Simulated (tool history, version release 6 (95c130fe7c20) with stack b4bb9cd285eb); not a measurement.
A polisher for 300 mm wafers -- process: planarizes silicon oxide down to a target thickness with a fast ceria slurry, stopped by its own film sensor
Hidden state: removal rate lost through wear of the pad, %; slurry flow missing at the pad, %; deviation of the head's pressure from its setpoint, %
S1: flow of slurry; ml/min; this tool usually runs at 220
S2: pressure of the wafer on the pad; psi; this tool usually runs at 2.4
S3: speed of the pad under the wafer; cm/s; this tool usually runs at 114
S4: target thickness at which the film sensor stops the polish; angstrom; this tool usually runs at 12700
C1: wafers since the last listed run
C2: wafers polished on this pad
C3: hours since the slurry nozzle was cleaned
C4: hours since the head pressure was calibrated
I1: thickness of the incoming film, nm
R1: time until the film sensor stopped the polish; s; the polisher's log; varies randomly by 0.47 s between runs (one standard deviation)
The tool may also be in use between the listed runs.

Run 1, hour 0: usual settings; C1 0; C2 5074; C3 457.4; C4 67.7; I1 2102.2. Result: R1 53.7 s.
At hour 31.6: worn pad replaced by a new one.
At hour 32: slurry nozzle cleaned.
Run 2, hour 39.6: usual settings; C1 363; C2 78; C3 7.6; C4 107.3; I1 2115.2. Result: R1 53.3 s.
Run 3, hour 65.4: usual settings; C1 266; C2 344; C3 33.4; C4 133.1; I1 2127. Result: R1 54 s.
Run 4, hour 105: usual settings but S1 270 ml/min, S4 11590 angstrom; C1 408; C2 753; C3 73; C4 172.7; I1 2114.4. Result: R1 58.2 s.
Run 5, hour 141.9: usual settings but S1 270 ml/min, S4 11590 angstrom; C1 380; C2 1134; C3 109.9; C4 209.6; I1 2090.6. Result: R1 57.2 s.
Run 6, hour 182.5: usual settings but S3 140 cm/s, S4 14060 angstrom; C1 419; C2 1553; C3 150.5; C4 250.2; I1 2099.5. Result: R1 35.7 s.
Run 7, hour 226.2: usual settings but S2 2.2 psi; C1 451; C2 2005; C3 194.2; C4 293.9; I1 2092.1. Result: R1 56.8 s.
Run 8, hour 270: usual settings but S2 2.2 psi; C1 452; C2 2457; C3 238; C4 337.7; I1 2094.5. Result: R1 55.7 s.
Run 9, hour 332.8: usual settings but S4 10750 angstrom; C1 648; C2 3105; C3 300.8; C4 400.5; I1 2100.6. Result: R1 64.3 s.
Run 10, hour 368: usual settings but S4 10750 angstrom; C1 363; C2 3469; C3 336; C4 435.7; I1 2104.6. Result: R1 66 s.
Run 11, hour 434.1: usual settings but S4 10750 angstrom; C1 682; C2 4151; C3 402.1; C4 501.8; I1 2143.2. Result: R1 67.9 s.
Run 12, hour 462.7: usual settings; C1 295; C2 4447; C3 430.7; C4 530.4; I1 2106.9. Result: R1 53.3 s.
At hour 469.7: worn pad replaced by a new one.
Run 13, hour 495.5: usual settings; C1 297; C2 265; C3 463.5; C4 563.2; I1 2080.6. Result: R1 51.9 s.
At hour 520.1: slurry nozzle cleaned.
Run 14, hour 561.1: usual settings; C1 667; C2 932; C3 41; C4 628.8; I1 2133.2. Result: R1 54.8 s.
Run 15, hour 623.1: usual settings but S2 3.1 psi, S3 138 cm/s, S4 14910 angstrom; C1 640; C2 1573; C3 103; C4 690.8; I1 2148.2. Result: R1 26.8 s.
At hour 632.5: head pressure recalibrated.
Run 16, hour 671.7: usual settings; C1 481; C2 2054; C3 151.6; C4 39.2; I1 2088.8. Result: R1 51.8 s.
Run 17, hour 698.5: usual settings but S1 185 ml/min, S4 10510 angstrom; C1 276; C2 2331; C3 178.4; C4 66; I1 2140.7. Result: R1 70.6 s.
Run 18, hour 802.4: usual settings but S1 145 ml/min, S4 14670 angstrom; C1 1072; C2 3403; C3 282.3; C4 169.9; I1 2111.2. Result: R1 43.9 s.
At hour 951: worn pad replaced by a new one.
Run 19, hour 994.3: usual settings but S2 3 psi, S3 88 cm/s; C1 1940; C2 447; C3 474.2; C4 361.8; I1 2149.5. Result: R1 57.6 s.
At hour 1060.2: slurry nozzle cleaned.
Run 20, hour 1103.8: usual settings but S1 175 ml/min, S2 3.2 psi; C1 1120; C2 1567; C3 43.6; C4 471.3; I1 2097.2. Result: R1 41 s.
Run 21, hour 1127.9: usual settings but S3 100 cm/s; C1 248; C2 1816; C3 67.7; C4 495.4; I1 2084.4. Result: R1 59.1 s.

Predict the results of run 22:
Run 22, hour 1197.8: usual settings but S1 290 ml/min, S2 1.8 psi, S4 11010 angstrom; C1 721; C2 2537; C3 137.6; C4 565.3; I1 2123.1. Result: R1 ?.

Run 22 produced R1 82.4 s.
Were there no unlogged condition in the tool, this run, its random variation unchanged, would have produced R1 82.4 s.
